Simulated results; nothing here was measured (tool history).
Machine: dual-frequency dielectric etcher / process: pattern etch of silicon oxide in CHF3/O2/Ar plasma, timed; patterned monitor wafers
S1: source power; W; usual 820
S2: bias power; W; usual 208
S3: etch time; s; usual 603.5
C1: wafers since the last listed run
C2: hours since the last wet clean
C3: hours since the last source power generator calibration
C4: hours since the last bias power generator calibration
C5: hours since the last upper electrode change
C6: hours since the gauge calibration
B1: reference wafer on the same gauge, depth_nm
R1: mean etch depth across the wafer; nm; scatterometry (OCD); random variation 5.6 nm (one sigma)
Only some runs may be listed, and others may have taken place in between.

| run | day | S1 | S2 | S3 | C1 | C2 | C3 | C4 | C5 | C6 | B1 | R1 |
|---|---|---|---|---|---|---|---|---|---|---|---|---|
| 1 | 0 | 820 | 208 | 603.5 | 0 | 406.8 | 2341.3 | 3808.2 | 2512.6 | 44.4 | 1491.9 | 1279.8 |
| 2 | 0.704 | 820 | 208 | 603.5 | 50 | 423.7 | 2358.2 | 3825.1 | 2529.5 | 61.3 | 1490.3 | 1267.4 |
| 3 | 1.2 | 820 | 208 | 603.5 | 35 | 435.6 | 2370.1 | 3837 | 2541.4 | 73.2 | 1489.8 | 1278.5 |
| 4 | 1.933 | 820 | 208 | 603.5 | 52 | 453.2 | 2387.7 | 3854.6 | 2559 | 90.8 | 1489.7 | 1279.3 |
| 5 | 2.458 | 820 | 208 | 603.5 | 37 | 465.8 | 2400.3 | 3867.2 | 2571.6 | 103.4 | 1486.8 | 1263 |
| 6 | 2.892 | 820 | 208 | 603.5 | 31 | 476.2 | 2410.7 | 3877.6 | 2582 | 113.8 | 1488.4 | 1261.3 |
| 7 | 3.442 | 820 | 169 | 481.5 | 39 | 489.4 | 2423.9 | 3890.8 | 2595.2 | 127 | 1491.2 | 966 |
| 8 | 3.833 | 820 | 169 | 481.5 | 28 | 498.8 | 2433.3 | 3900.2 | 2604.6 | 136.4 | 1490.1 | 973.5 |
| 9 | 4.471 | 820 | 169 | 481.5 | 45 | 514.1 | 2448.6 | 3915.5 | 2619.9 | 151.7 | 1487.5 | 966 |
| 10 | 4.854 | 820 | 208 | 603.5 | 27 | 523.3 | 2457.8 | 3924.7 | 2629.1 | 160.9 | 1490.5 | 1260.2 |
|  | 5.75 | gauge calibrated |
|  | 5.908 | upper electrode replaced |
| 11 | 5.929 | 890 | 208 | 603.5 | 5 | 549.1 | 2483.6 | 3950.5 | 0.5 | 4.3 | 1489.4 | 1289.7 |
| 12 | 6.288 | 940 | 259 | 665.5 | 25 | 557.7 | 2492.2 | 3959.1 | 9.1 | 12.9 | 1487.5 | 1532.5 |
| 13 | 6.742 | 820 | 208 | 603.5 | 32 | 568.6 | 2503.1 | 3970 | 20 | 23.8 | 1489.8 | 1258.5 |
|  | 8.325 | wet clean of the chamber |
| 14 | 8.346 | 700 | 240 | 672.5 | 43 | 0.5 | 2541.6 | 4008.5 | 58.5 | 62.3 | 1489.1 | 1516.9 |
| 15 | 8.367 | 820 | 249 | 746 | 1 | 1 | 2542.1 | 4009 | 59 | 62.8 | 1490.3 | 1774.6 |
| 16 | 8.454 | 970 | 231 | 776 | 6 | 3.1 | 2544.2 | 4011.1 | 61.1 | 64.9 | 1490 | 1930.6 |
|  | 9.129 | source power generator calibrated |
| 17 | 9.15 | 820 | 169 | 481.5 | 38 | 19.8 | 0.5 | 4027.8 | 77.8 | 81.6 | 1492.7 | 1064.4 |
|  | 9.521 | bias power generator calibrated |
|  | 10.338 | wet clean of the chamber, repeated, since the last time left the tool worse |
| 18 | 10.358 | 820 | 208 | 685 | 16 | 0.5 | 29.5 | 20.1 | 106.8 | 110.6 | 1491.9 | 1487.9 |
| 19 | 11.417 | 1000 | 208 | 767.5 | 76 | 25.9 | 54.9 | 45.5 | 132.2 | 136 | 1489.8 | 1767.8 |
| 20 | 12.021 | 820 | 208 | 491.5 | 43 | 40.4 | 69.4 | 60 | 146.7 | 150.5 | 1489.1 | 1069.1 |
| 21 | 12.379 | 900 | 243 | 707 | 25 | 49 | 78 | 68.6 | 155.3 | 159.1 | 1490.1 | 1637.7 |

What was the tool's hidden state at every run in the log?
source power that arrives over what is set, %: 0, the same for each run
bias power that arrives over what is set, %: 0, the same for each run
gauge reads high (%): 0, the same for each run
H1: etch rate over this chamber's usual, %
| run | H1 |
|---|---|
| 1 | -2.54 |
| 2 | -2.64 |
| 3 | -2.72 |
| 4 | -2.83 |
| 5 | -2.91 |
| 6 | -2.98 |
| 7 | -3.06 |
| 8 | -3.12 |
| 9 | -3.22 |
| 10 | -3.28 |
| 11 | -3.45 |
| 12 | -3.5 |
| 13 | -3.57 |
| 14 | 6.89 |
| 15 | 6.89 |
| 16 | 6.87 |
| 17 | 6.77 |
| 18 | 0.35 |
| 19 | 0.187 |
| 20 | 0.094 |
| 21 | 0.0389 |

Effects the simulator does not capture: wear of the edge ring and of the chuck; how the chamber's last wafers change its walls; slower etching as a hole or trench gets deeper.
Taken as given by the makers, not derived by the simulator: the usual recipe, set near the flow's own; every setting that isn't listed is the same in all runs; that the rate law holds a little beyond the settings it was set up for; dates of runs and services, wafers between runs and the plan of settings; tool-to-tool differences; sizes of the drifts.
